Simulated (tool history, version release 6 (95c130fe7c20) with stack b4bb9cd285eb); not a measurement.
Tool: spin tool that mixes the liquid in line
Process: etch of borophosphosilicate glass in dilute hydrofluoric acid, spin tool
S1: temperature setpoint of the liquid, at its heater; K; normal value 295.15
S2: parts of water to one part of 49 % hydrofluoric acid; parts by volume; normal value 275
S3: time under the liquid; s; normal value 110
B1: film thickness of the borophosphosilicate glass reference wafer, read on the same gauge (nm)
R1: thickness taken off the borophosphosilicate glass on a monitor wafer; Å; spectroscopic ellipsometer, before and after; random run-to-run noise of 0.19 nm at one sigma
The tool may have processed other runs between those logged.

run   hour      S1   S2   S3      B1     R1
  1      0  295.15  275  110  100.01  238.6
  2   35.5  295.15  275  110   99.97  241.2
  3   52.7  295.15  275  110  100.03  244.1
  4   73.2  291.65  275  110   99.96  213.9
  5   95.1  291.65  275  110   99.95  218.1
  6  124.2  292.65  275  110  100.01  222.5
  7  148.5  298.65  385  110  100.01  177.1
  8    172  298.65  385  110   99.96  180.3
     202.7  -- gauge calibrated
  9  206.4  295.15  275   70   99.97  155.5
 10  229.2  295.15  275   70   99.97  154.8
 11  293.6  295.15  275   70   99.98  157.3
 12  317.3  295.15  175   60  100.01  233.6
 13    336  295.15  175   60  100.01  234.5
 14  362.3  295.15  275  110  100.03  245.7
 15    396  295.15  275  135   99.99  305.2
 16  421.5  296.65  400   90  100.01    131
 17  436.9  295.15  275  110  100.01  252.4
     441.9  -- thermometer replaced
 18  462.1  293.65  210  110  100.03  320.5
 19  496.4  295.15  275   50  100.02  113.3
     528.4  -- hydrofluoric acid flow meter replaced
 20  543.8  298.65  135   45  100.02  232.3
 21  562.5  295.15  275  110   99.97  216.6
     594.6  -- gauge calibrated
 22  594.8  297.65  275  160     100  344.7
 23  621.6  293.65  275  130   99.99    241
 24  637.3  295.15  275  110     100  217.9
 25  651.6  299.15  345   95   99.99  157.6
 26  664.5  292.15  410  135   99.99  142.5

Forecast each of these 5 alternatives for the next run:
  A  664.9  295.15  275  110   ?   ?
  B  664.9  295.15  275  170   ?   ?
  C  664.9  291.65  190   45   ?   ?
  D  664.9  291.65  175  110   ?   ?
  E  664.9  295.15  210  110   ?   ?

run   B1     R1
  A  100  214.7
  B  100  331.9
  C  100  120.7
  D  100    325
  E  100  299.6
Without the tool's hidden state the same runs would have given:
run     R1
  A  211.9
  B  327.4
  C  119.2
  D    321
  E  295.8

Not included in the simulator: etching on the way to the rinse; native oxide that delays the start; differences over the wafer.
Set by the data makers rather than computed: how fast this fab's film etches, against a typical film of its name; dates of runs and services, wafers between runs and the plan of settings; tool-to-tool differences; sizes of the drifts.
